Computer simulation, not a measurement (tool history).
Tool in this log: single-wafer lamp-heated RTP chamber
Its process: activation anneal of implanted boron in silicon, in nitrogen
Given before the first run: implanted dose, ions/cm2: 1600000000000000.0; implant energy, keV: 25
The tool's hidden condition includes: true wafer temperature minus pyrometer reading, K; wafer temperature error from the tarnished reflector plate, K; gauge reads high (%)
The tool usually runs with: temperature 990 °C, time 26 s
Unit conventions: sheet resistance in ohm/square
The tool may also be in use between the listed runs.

| run | day | temperature | time | wafers since the last listed run | wafers since the last pyrometer calibration | wafers since the reflector plate was cleaned | hours since the gauge calibration | read-back reference wafer on the same gauge, sheet resistance | sheet resistance |
|---|---|---|---|---|---|---|---|---|---|
| 1 | 0 | 1014 | 34 | 0 | 1943 | 9902 | 546.7 | 88.1 | 79.82 |
| 2 | 2.646 | 990 | 26 | 659 | 2603 | 10562 | 610.2 | 88.05 | 85.51 |
| 3 | 5.504 | 990 | 26 | 712 | 3315 | 11274 | 678.8 | 88.07 | 85.27 |
|  | 6.654 | reflector plate cleaned |
| 4 | 8.158 | 990 | 26 | 578 | 3893 | 375 | 742.5 | 88.01 | 84.92 |
|  | 9.321 | pyrometer window cleaned and pyrometer calibrated |
| 5 | 10.654 | 990 | 26 | 538 | 332 | 914 | 802.4 | 88.07 | 86.04 |
| 6 | 11.696 | 969 | 26 | 259 | 592 | 1173 | 827.4 | 88.03 | 97.8 |
| 7 | 13.175 | 969 | 26 | 368 | 960 | 1542 | 862.9 | 87.97 | 97.61 |
| 8 | 15.875 | 1014 | 26 | 672 | 1633 | 2215 | 927.7 | 87.98 | 80.3 |
| 9 | 16.917 | 990 | 26 | 259 | 1893 | 2474 | 952.7 | 87.93 | 85.96 |
| 10 | 18.458 | 990 | 26 | 384 | 2277 | 2858 | 989.7 | 88.07 | 85.76 |
| 11 | 21.238 | 990 | 26 | 692 | 2969 | 3551 | 1056.4 | 88.07 | 85.66 |
| 12 | 22.592 | 990 | 16 | 337 | 3307 | 3889 | 1088.9 | 88.11 | 86.55 |
| 13 | 23.7 | 978 | 26 | 276 | 3583 | 4165 | 1115.5 | 88.11 | 89.12 |
| 14 | 26.612 | 978 | 26 | 725 | 4309 | 4891 | 1185.4 | 88.06 | 88.11 |
|  | 27.421 | pyrometer window cleaned and pyrometer calibrated |
| 15 | 29.362 | 990 | 26 | 602 | 483 | 5493 | 1251.4 | 88.07 | 87.17 |
| 16 | 31.096 | 990 | 26 | 431 | 915 | 5925 | 1293 | 88.02 | 86.97 |
| 17 | 33.704 | 972 | 14 | 650 | 1565 | 6575 | 1355.6 | 87.93 | 100.86 |
| 18 | 35.733 | 972 | 14 | 505 | 2071 | 7081 | 1404.3 | 87.99 | 100.6 |
| 19 | 37.479 | 972 | 14 | 435 | 2506 | 7516 | 1446.2 | 88.05 | 100.17 |
| 20 | 39.142 | 962 | 35 | 414 | 2920 | 7930 | 1486.1 | 87.98 | 98.29 |
| 21 | 40.638 | 990 | 26 | 372 | 3293 | 8303 | 1522 | 87.87 | 85.37 |
| 22 | 43.138 | 990 | 26 | 623 | 3916 | 8926 | 1582 | 87.88 | 84.44 |
|  | 44.425 | pyrometer window cleaned and pyrometer calibrated |
| 23 | 45.271 | 964 | 32 | 448 | 210 | 9374 | 1633.2 | 88.01 | 99.97 |
| 24 | 47.621 | 965 | 15 | 585 | 796 | 9960 | 1689.6 | 87.97 | 107.17 |
| 25 | 48.833 | 999 | 40 | 302 | 1098 | 10262 | 1718.7 | 88.08 | 82.26 |
| 26 | 54.721 | 1013 | 20 | 1467 | 2565 | 11729 | 1860 | 87.94 | 80.23 |
| 27 | 56.792 | 972 | 26 | 516 | 3081 | 12246 | 1909.7 | 87.84 | 93.35 |
| 28 | 59.4 | 990 | 26 | 650 | 3731 | 12896 | 1972.3 | 87.96 | 84.83 |
|  | 61.775 | pyrometer window cleaned and pyrometer calibrated |
|  | 61.875 | reflector plate cleaned |
| 29 | 61.896 | 990 | 26 | 514 | 5 | 5 | 2032.2 | 88.01 | 86.81 |
|  | 63.004 | gauge calibrated |
| 30 | 64.125 | 1018 | 26 | 555 | 561 | 561 | 26.9 | 87.99 | 80.31 |
| 31 | 65.821 | 990 | 32 | 422 | 983 | 983 | 67.6 | 88.02 | 85.54 |
| 32 | 68.496 | 969 | 19 | 666 | 1650 | 1650 | 131.8 | 88.11 | 99.65 |
| 33 | 76.362 | 1013 | 20 | 1960 | 3610 | 3610 | 320.6 | 87.99 | 80.09 |
| 34 | 79.338 | 1010 | 33 | 741 | 4352 | 4352 | 392 | 88.07 | 79.27 |
|  | 80.058 | pyrometer window cleaned and pyrometer calibrated |
| 35 | 81.338 | 990 | 26 | 415 | 318 | 4767 | 440 | 88.04 | 86.54 |
| 36 | 83.742 | 990 | 26 | 599 | 917 | 5366 | 497.7 | 87.99 | 86.92 |
| 37 | 86.496 | 990 | 26 | 686 | 1604 | 6053 | 563.8 | 88 | 86.59 |
| 38 | 89.388 | 1018 | 39 | 720 | 2324 | 6773 | 633.2 | 88 | 78.92 |

The tool's hidden state at each run:
wafer temperature error from the tarnished reflector plate, K: 0 at every run
gauge reads high (%): 0 at every run
H1: true wafer temperature minus pyrometer reading, K
| run | H1 |
|---|---|
| 1 | 2.56 |
| 2 | 3.77 |
| 3 | 5.46 |
| 4 | 7.4 |
| 5 | 1.19 |
| 6 | 1.29 |
| 7 | 1.52 |
| 8 | 2.22 |
| 9 | 2.58 |
| 10 | 3.23 |
| 11 | 4.69 |
| 12 | 5.54 |
| 13 | 6.3 |
| 14 | 8.6 |
| 15 | 0.403 |
| 16 | 0.646 |
| 17 | 1.29 |
| 18 | 2.03 |
| 19 | 2.83 |
| 20 | 3.73 |
| 21 | 4.66 |
| 22 | 6.47 |
| 23 | 0.454 |
| 24 | 0.69 |
| 25 | 0.92 |
| 26 | 3.08 |
| 27 | 4.25 |
| 28 | 6.03 |
| 29 | 0.88 |
| 30 | 1.02 |
| 31 | 1.29 |
| 32 | 2.01 |
| 33 | 6.19 |
| 34 | 8.57 |
| 35 | 0.187 |
| 36 | 0.484 |
| 37 | 1.18 |
| 38 | 2.32 |
